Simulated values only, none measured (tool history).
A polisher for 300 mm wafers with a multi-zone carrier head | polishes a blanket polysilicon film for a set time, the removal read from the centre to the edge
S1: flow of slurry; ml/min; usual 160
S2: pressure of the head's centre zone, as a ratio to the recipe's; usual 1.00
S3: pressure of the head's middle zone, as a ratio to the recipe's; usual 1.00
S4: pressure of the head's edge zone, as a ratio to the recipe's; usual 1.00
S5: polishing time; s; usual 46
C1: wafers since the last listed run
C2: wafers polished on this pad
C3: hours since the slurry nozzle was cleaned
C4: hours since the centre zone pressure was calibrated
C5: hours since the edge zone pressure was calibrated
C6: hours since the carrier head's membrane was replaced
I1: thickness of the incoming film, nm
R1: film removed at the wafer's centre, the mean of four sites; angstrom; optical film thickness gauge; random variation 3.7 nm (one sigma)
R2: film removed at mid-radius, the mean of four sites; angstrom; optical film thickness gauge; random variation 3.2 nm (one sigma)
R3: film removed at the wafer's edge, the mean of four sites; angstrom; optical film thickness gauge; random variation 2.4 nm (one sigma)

run	day	S1	S2	S3	S4	S5	C1	C2	C3	C4	C5	C6	I1	R1	R2	R3
1	0.000	160	1.00	1.04	1.00	33	0	819	574.7	1217.4	8.3	1285.4	1631.1	2318	2476	2335
2	0.746	160	1.00	1.00	1.00	52	135	955	592.6	1235.3	26.2	1303.3	1617.5	3601	3717	3596
# day 1.525: worn pad replaced by a new one
3	1.546	160	0.95	0.95	1.09	46	114	3	611.8	1254.5	45.4	1322.5	1629.5	3344	3455	3711
4	1.979	160	1.00	1.00	1.00	46	78	82	622.2	1264.9	55.8	1332.9	1664.8	3489	3588	3572
5	2.508	160	1.00	1.00	0.95	46	95	178	634.9	1277.6	68.5	1345.6	1651.8	3484	3538	3384
6	2.846	160	1.11	1.10	0.90	39	61	239	643.0	1285.7	76.6	1353.7	1605.0	3232	3229	2813
7	3.225	160	1.00	1.04	1.00	33	68	308	652.1	1294.8	85.7	1362.8	1655.9	2444	2609	2510
8	3.792	160	1.00	0.91	1.00	46	102	410	665.7	1308.4	99.3	1376.4	1653.6	3312	3210	3458
9	4.408	120	1.00	1.08	1.07	46	111	522	680.5	1323.2	114.1	1391.2	1634.4	3206	3491	3392
# day 4.638: centre zone pressure recalibrated
10	6.350	160	1.00	1.00	1.00	46	336	859	727.1	41.1	160.7	1437.8	1639.8	3211	3297	3293
11	6.775	160	1.00	1.00	1.00	46	77	936	737.3	51.3	170.9	1448.0	1664.9	3260	3355	3270
12	7.250	160	1.00	1.09	1.00	46	86	1022	748.7	62.7	182.3	1459.4	1654.7	3190	3488	3231
# day 7.546: worn pad replaced by a new one
# day 7.733: slurry nozzle cleaned
13	7.754	160	1.00	1.00	1.00	46	53	30	0.5	74.8	194.4	1471.5	1618.9	3529	3597	3531
# day 8.275: carrier head's membrane replaced by a new one
14	8.296	200	0.95	1.00	1.00	46	60	90	13.5	87.8	207.4	0.5	1634.3	3469	3671	3565
15	8.704	160	1.00	1.07	0.95	55	73	164	23.3	97.6	217.2	10.3	1659.0	4117	4413	4060
16	9.762	205	1.07	1.00	1.08	54	191	356	48.7	123.0	242.6	35.7	1627.0	4416	4228	4274
17	10.075	215	1.00	1.00	0.94	46	56	413	56.2	130.5	250.1	43.2	1629.5	3452	3615	3451
18	10.721	160	1.00	1.00	1.00	46	117	530	71.7	146.0	265.6	58.7	1648.5	3260	3391	3380
19	11.067	130	1.06	1.00	0.91	46	62	593	80.0	154.3	273.9	67.0	1644.7	3366	3295	3135
# day 13.429: worn pad replaced by a new one
20	13.450	125	1.00	1.00	1.10	46	401	3	137.2	211.5	331.1	124.2	1632.0	3381	3376	3569
21	13.962	110	1.00	1.00	0.94	31	92	96	149.5	223.8	343.4	136.5	1640.8	2177	2199	2181
22	14.633	180	1.04	0.90	1.00	31	121	217	165.6	239.9	359.5	152.6	1635.4	2424	2227	2372

Forecast each of these 4 alternatives for the next run:
A	14.650	160	1.04	1.00	1.00	46	3	221	166.0	240.3	359.9	153.0	1632.8	?	?	?
B	14.650	200	0.96	1.06	1.00	46	3	221	166.0	240.3	359.9	153.0	1632.8	?	?	?
C	14.650	185	1.07	0.92	1.00	57	3	221	166.0	240.3	359.9	153.0	1632.8	?	?	?
D	14.650	160	1.00	1.11	0.91	41	3	221	166.0	240.3	359.9	153.0	1632.8	?	?	?

run	R1	R2	R3
A	3565	3465	3472
B	3410	3746	3552
C	4654	4110	4375
D	3057	3355	2956
Without the tool's hidden state the same runs would have given:
run	R1	R2	R3
A	3685	3582	3590
B	3525	3873	3672
C	4811	4249	4522
D	3160	3469	3056
